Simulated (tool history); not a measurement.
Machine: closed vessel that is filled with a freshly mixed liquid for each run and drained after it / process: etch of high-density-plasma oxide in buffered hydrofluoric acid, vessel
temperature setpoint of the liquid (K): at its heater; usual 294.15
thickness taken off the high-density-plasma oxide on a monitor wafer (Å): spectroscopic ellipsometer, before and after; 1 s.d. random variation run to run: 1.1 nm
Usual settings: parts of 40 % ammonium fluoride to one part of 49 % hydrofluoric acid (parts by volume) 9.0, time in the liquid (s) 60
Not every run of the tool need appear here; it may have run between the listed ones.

| run | hour | temperature setpoint of the liquid (K) | parts of 40 % ammonium fluoride to one part of 49 % hydrofluoric acid (parts by volume) | time in the liquid (s) | wafers since the last listed run | hours since the thermometer was replaced | hours since the hydrofluoric acid flow meter was replaced | hours since the gauge calibration | read-back film thickness of the high-density-plasma oxide reference wafer, read on the same gauge (nm) | thickness taken off the high-density-plasma oxide on a monitor wafer (Å) |
|---|---|---|---|---|---|---|---|---|---|---|
| 1 | 0.0 | 294.15 | 9.0 | 60 | 0 | 14.5 | 12.8 | 1259.8 | 150.04 | 1144.1 |
| 2 | 80.8 | 294.15 | 9.0 | 60 | 4892 | 95.3 | 93.6 | 1340.6 | 150.02 | 1123.2 |
| 3 | 147.6 | 291.15 | 9.0 | 60 | 4044 | 162.1 | 160.4 | 1407.4 | 150.01 | 950.1 |
| 4 | 226.4 | 294.15 | 9.0 | 50 | 4771 | 240.9 | 239.2 | 1486.2 | 150.01 | 933.7 |
| 5 | 303.6 | 294.15 | 9.0 | 85 | 4674 | 318.1 | 316.4 | 1563.4 | 150.01 | 1580.4 |
| 6 | 404.4 | 294.15 | 9.0 | 85 | 6103 | 418.9 | 417.2 | 1664.2 | 149.97 | 1597.4 |
| 7 | 469.1 | 294.15 | 9.0 | 85 | 3917 | 483.6 | 481.9 | 1728.9 | 150.00 | 1558.7 |
| 8 | 543.7 | 294.15 | 9.0 | 60 | 4517 | 558.2 | 556.5 | 1803.5 | 150.01 | 1088.2 |
| 9 | 622.5 | 294.15 | 9.0 | 60 | 4771 | 637.0 | 635.3 | 1882.3 | 150.01 | 1097.8 |
| 10 | 719.1 | 294.15 | 9.0 | 60 | 5849 | 733.6 | 731.9 | 1978.9 | 149.97 | 1100.0 |
| 11 | 810.6 | 294.15 | 9.0 | 60 | 5540 | 825.1 | 823.4 | 2070.4 | 150.04 | 1079.5 |
|  | 848.0 | gauge calibrated |
| 12 | 867.6 | 294.15 | 9.0 | 60 | 3451 | 882.1 | 880.4 | 19.6 | 149.98 | 1084.9 |
| 13 | 963.2 | 294.15 | 9.0 | 60 | 5788 | 977.7 | 976.0 | 115.2 | 150.01 | 1108.1 |
| 14 | 1055.5 | 294.15 | 9.0 | 60 | 5588 | 1070.0 | 1068.3 | 207.5 | 149.99 | 1079.5 |
| 15 | 1142.6 | 297.65 | 8.0 | 40 | 5273 | 1157.1 | 1155.4 | 294.6 | 150.01 | 1004.1 |
| 16 | 1213.5 | 294.15 | 9.0 | 70 | 4293 | 1228.0 | 1226.3 | 365.5 | 150.01 | 1278.6 |
| 17 | 1284.8 | 298.65 | 5.5 | 30 | 4317 | 1299.3 | 1297.6 | 436.8 | 149.94 | 1113.5 |
|  | 1286.1 | thermometer replaced |
| 18 | 1362.3 | 297.65 | 5.5 | 40 | 4632 | 76.2 | 1375.1 | 514.3 | 149.99 | 1339.2 |
| 19 | 1450.2 | 295.65 | 5.5 | 85 | 5322 | 164.1 | 1463.0 | 602.2 | 149.96 | 2538.4 |
| 20 | 1536.1 | 292.15 | 12.0 | 85 | 5201 | 250.0 | 1548.9 | 688.1 | 150.00 | 1005.3 |
|  | 1596.0 | hydrofluoric acid flow meter replaced |
| 21 | 1625.7 | 297.65 | 10.5 | 40 | 5364 | 339.6 | 29.7 | 777.7 | 150.01 | 727.1 |
|  | 1649.6 | thermometer replaced, repeated, since the last time left the tool worse |
| 22 | 1697.1 | 296.65 | 10.0 | 60 | 4262 | 47.5 | 101.1 | 849.1 | 149.99 | 1219.4 |
| 23 | 1736.4 | 294.15 | 9.0 | 60 | 2379 | 86.8 | 140.4 | 888.4 | 150.00 | 1136.0 |
| 24 | 1814.3 | 294.15 | 9.0 | 60 | 4716 | 164.7 | 218.3 | 966.3 | 149.98 | 1144.5 |
| 25 | 1916.1 | 294.15 | 11.5 | 75 | 6164 | 266.5 | 320.1 | 1068.1 | 149.98 | 1139.4 |
| 26 | 1954.3 | 294.15 | 9.0 | 60 | 2313 | 304.7 | 358.3 | 1106.3 | 150.04 | 1096.7 |
| 27 | 2028.1 | 290.15 | 12.5 | 30 | 4468 | 378.5 | 432.1 | 1180.1 | 149.96 | 332.2 |
| 28 | 2085.8 | 294.15 | 9.0 | 60 | 3493 | 436.2 | 489.8 | 1237.8 | 150.03 | 1127.7 |

What differs in the tool's unlogged condition from the final listed run ahead of each entry between runs to the first listed run following it?
In the gap between runs 11 and 12: gauge calibrated (hour 848.0)
  liquid colder than its thermometer reads (K): 0.69 -> 0.734
  the result without the hidden state subtracted from the measured one, thickness taken off the high-density-plasma oxide on a monitor wafer (Å): -42.3 -> -45.0
In the gap between runs 17 and 18: thermometer replaced (hour 1286.1)
  liquid colder than its thermometer reads (K): 1.06 -> 1.95
  the result without the hidden state subtracted from the measured one, thickness taken off the high-density-plasma oxide on a monitor wafer (Å): -65.7 -> -150.3
In the gap between runs 20 and 21: hydrofluoric acid flow meter replaced (hour 1596.0)
  liquid colder than its thermometer reads (K): 2.09 -> 2.16
  the result without the hidden state subtracted from the measured one, thickness taken off the high-density-plasma oxide on a monitor wafer (Å): -126.7 -> -91.3
In the gap between runs 21 and 22: thermometer replaced, repeated, since the last time left the tool worse (hour 1649.6)
  liquid colder than its thermometer reads (K): 2.16 -> 0.101
  the result without the hidden state subtracted from the measured one, thickness taken off the high-density-plasma oxide on a monitor wafer (Å): -91.3 -> -6.6
